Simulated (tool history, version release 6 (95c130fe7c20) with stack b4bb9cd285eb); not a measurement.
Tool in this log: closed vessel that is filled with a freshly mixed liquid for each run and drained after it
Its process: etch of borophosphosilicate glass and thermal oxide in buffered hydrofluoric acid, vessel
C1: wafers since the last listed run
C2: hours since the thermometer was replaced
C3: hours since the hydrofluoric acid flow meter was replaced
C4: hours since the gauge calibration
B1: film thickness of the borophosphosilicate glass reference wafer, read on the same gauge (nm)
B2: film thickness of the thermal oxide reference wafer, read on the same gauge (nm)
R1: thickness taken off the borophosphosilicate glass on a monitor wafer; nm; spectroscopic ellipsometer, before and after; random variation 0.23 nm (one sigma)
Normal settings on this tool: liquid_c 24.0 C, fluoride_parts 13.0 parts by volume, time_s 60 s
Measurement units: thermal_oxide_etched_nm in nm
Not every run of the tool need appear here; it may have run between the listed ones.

Run 1, hour 0.0: usual settings but time_s 70 s; C1 0; C2 905.2; C3 1203.1; C4 243.9; B1 129.99; B2 120.00. Result: R1 70.27 nm, thermal_oxide_etched_nm 67.02 nm.
Run 2, hour 86.0: usual settings; C1 9814; C2 991.2; C3 1289.1; C4 329.9; B1 130.00; B2 120.00. Result: R1 60.38 nm, thermal_oxide_etched_nm 57.81 nm.
Run 3, hour 179.2: usual settings; C1 10636; C2 1084.4; C3 1382.3; C4 423.1; B1 129.97; B2 120.02. Result: R1 60.77 nm, thermal_oxide_etched_nm 58.12 nm.
Run 4, hour 252.9: usual settings; C1 8410; C2 1158.1; C3 1456.0; C4 496.8; B1 130.00; B2 120.00. Result: R1 60.63 nm, thermal_oxide_etched_nm 57.88 nm.
Run 5, hour 289.7: usual settings but fluoride_parts 9.5 parts by volume; C1 4199; C2 1194.9; C3 1492.8; C4 533.6; B1 129.99; B2 120.00. Result: R1 81.96 nm, thermal_oxide_etched_nm 77.78 nm.
Run 6, hour 330.1: usual settings but fluoride_parts 9.5 parts by volume; C1 4610; C2 1235.3; C3 1533.2; C4 574.0; B1 130.01; B2 120.03. Result: R1 80.90 nm, thermal_oxide_etched_nm 77.93 nm.
At hour 369.6: thermometer replaced.
At hour 404.0: hydrofluoric acid flow meter replaced.
Run 7, hour 436.4: usual settings; C1 11903; C2 66.8; C3 32.4; C4 680.3; B1 130.02; B2 120.03. Result: R1 59.46 nm, thermal_oxide_etched_nm 56.42 nm.
Run 8, hour 489.8: usual settings but liquid_c 28.0 C, fluoride_parts 17.0 parts by volume; C1 6094; C2 120.2; C3 85.8; C4 733.7; B1 130.00; B2 119.99. Result: R1 56.46 nm, thermal_oxide_etched_nm 53.81 nm.
Run 9, hour 533.2: usual settings but time_s 30 s; C1 4952; C2 163.6; C3 129.2; C4 777.1; B1 130.00; B2 119.97. Result: R1 29.60 nm, thermal_oxide_etched_nm 28.28 nm.
At hour 570.9: gauge calibrated.
Run 10, hour 585.4: usual settings; C1 5957; C2 215.8; C3 181.4; C4 14.5; B1 129.99; B2 120.01. Result: R1 59.61 nm, thermal_oxide_etched_nm 56.79 nm.
Run 11, hour 632.9: usual settings but liquid_c 20.5 C, fluoride_parts 8.5 parts by volume; C1 5420; C2 263.3; C3 228.9; C4 62.0; B1 130.02; B2 120.02. Result: R1 73.00 nm, thermal_oxide_etched_nm 69.56 nm.
Run 12, hour 672.4: usual settings but fluoride_parts 9.5 parts by volume, time_s 70 s; C1 4507; C2 302.8; C3 268.4; C4 101.5; B1 129.99; B2 120.01. Result: R1 92.41 nm, thermal_oxide_etched_nm 88.50 nm.
Run 13, hour 772.2: usual settings; C1 11389; C2 402.6; C3 368.2; C4 201.3; B1 129.99; B2 120.05. Result: R1 59.79 nm, thermal_oxide_etched_nm 56.61 nm.
Run 14, hour 877.7: usual settings but liquid_c 20.5 C; C1 12040; C2 508.1; C3 473.7; C4 306.8; B1 130.00; B2 119.97. Result: R1 49.27 nm, thermal_oxide_etched_nm 46.76 nm.

Consider 3 possible next runs. They are alternatives, not a sequence: every one starts from the tool as it was left by run 14. What does each give?
Run A, hour 878.4: usual settings but fluoride_parts 16.5 parts by volume; C1 79; C2 508.8; C3 474.4; C4 307.5; B1 ?; B2 ?. Result: R1 ?, thermal_oxide_etched_nm ?.
Run B, hour 878.4: usual settings but liquid_c 21.5 C, fluoride_parts 14.5 parts by volume; C1 79; C2 508.8; C3 474.4; C4 307.5; B1 ?; B2 ?. Result: R1 ?, thermal_oxide_etched_nm ?.
Run C, hour 878.4: usual settings but time_s 85 s; C1 79; C2 508.8; C3 474.4; C4 307.5; B1 ?; B2 ?. Result: R1 ?, thermal_oxide_etched_nm ?.

run      B1      B2     R1  thermal_oxide_etched_nm
  A  129.99  120.01  47.56                    45.16
  B  129.99  120.01  47.17                    44.69
  C  129.99  120.01  85.25                    80.85
With the hidden condition removed and each run's random variation left untouched, the same runs would have given:
run     R1  thermal_oxide_etched_nm
  A  46.93                    44.55
  B  46.52                    44.08
  C  84.10                    79.75

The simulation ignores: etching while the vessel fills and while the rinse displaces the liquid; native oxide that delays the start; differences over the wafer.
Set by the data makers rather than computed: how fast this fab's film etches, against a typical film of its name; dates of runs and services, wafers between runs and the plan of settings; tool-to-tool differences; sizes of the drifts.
